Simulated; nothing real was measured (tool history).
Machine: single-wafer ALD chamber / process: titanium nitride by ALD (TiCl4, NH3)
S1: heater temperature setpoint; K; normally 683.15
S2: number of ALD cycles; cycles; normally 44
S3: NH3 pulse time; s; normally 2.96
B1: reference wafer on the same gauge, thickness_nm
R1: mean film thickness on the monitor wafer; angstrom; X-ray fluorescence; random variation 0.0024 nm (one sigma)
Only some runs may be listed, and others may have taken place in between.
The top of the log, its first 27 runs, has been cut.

run 28 hour=1425.0 | S1=683.15 S2=44 S3=2.96 | B1=0.785 | R1=9.44
run 29 hour=1462.2 | S1=683.15 S2=39 S3=3.29 | B1=0.784 | R1=8.38
run 30 hour=1532.0 | S1=690.15 S2=51 S3=2.51 | B1=0.784 | R1=10.89
run 31 hour=1586.9 | S1=683.15 S2=44 S3=2.96 | B1=0.784 | R1=9.44
run 32 hour=1716.2 | S1=692.15 S2=39 S3=1.94 | B1=0.784 | R1=8.35
run 33 hour=1757.7 | S1=683.15 S2=48 S3=2.14 | B1=0.784 | R1=10.25
-- hour=1791.9 thermocouple changed; heater temperature recalibrated
run 34 hour=1818.5 | S1=683.15 S2=50 S3=2.96 | B1=0.784 | R1=10.71
run 35 hour=1871.9 | S1=683.15 S2=47 S3=4.10 | B1=0.784 | R1=10.13
run 36 hour=1933.7 | S1=683.15 S2=44 S3=2.96 | B1=0.784 | R1=9.43
run 37 hour=1997.6 | S1=696.15 S2=51 S3=3.45 | B1=0.784 | R1=10.94
run 38 hour=2062.0 | S1=687.15 S2=44 S3=2.30 | B1=0.784 | R1=9.42
run 39 hour=2120.3 | S1=670.15 S2=47 S3=3.76 | B1=0.784 | R1=10.06
run 40 hour=2176.3 | S1=683.15 S2=44 S3=2.96 | B1=0.784 | R1=9.46

Predict each of these 4 candidate next runs independently; none follows another, all start after run 40:
run A hour=2176.8 | S1=683.15 S2=44 S3=2.96 | B1=? | R1=?
run B hour=2176.8 | S1=683.15 S2=48 S3=1.80 | B1=? | R1=?
run C hour=2176.8 | S1=675.15 S2=44 S3=1.78 | B1=? | R1=?
run D hour=2176.8 | S1=683.15 S2=36 S3=2.96 | B1=? | R1=?

run=A B1=0.784 R1=9.45
run=B B1=0.784 R1=10.23
run=C B1=0.784 R1=9.35
run=D B1=0.784 R1=7.73
With the hidden condition removed and each run's random variation left untouched, the same runs would have given:
run=A R1=9.45
run=B R1=10.23
run=C R1=9.35
run=D R1=7.73
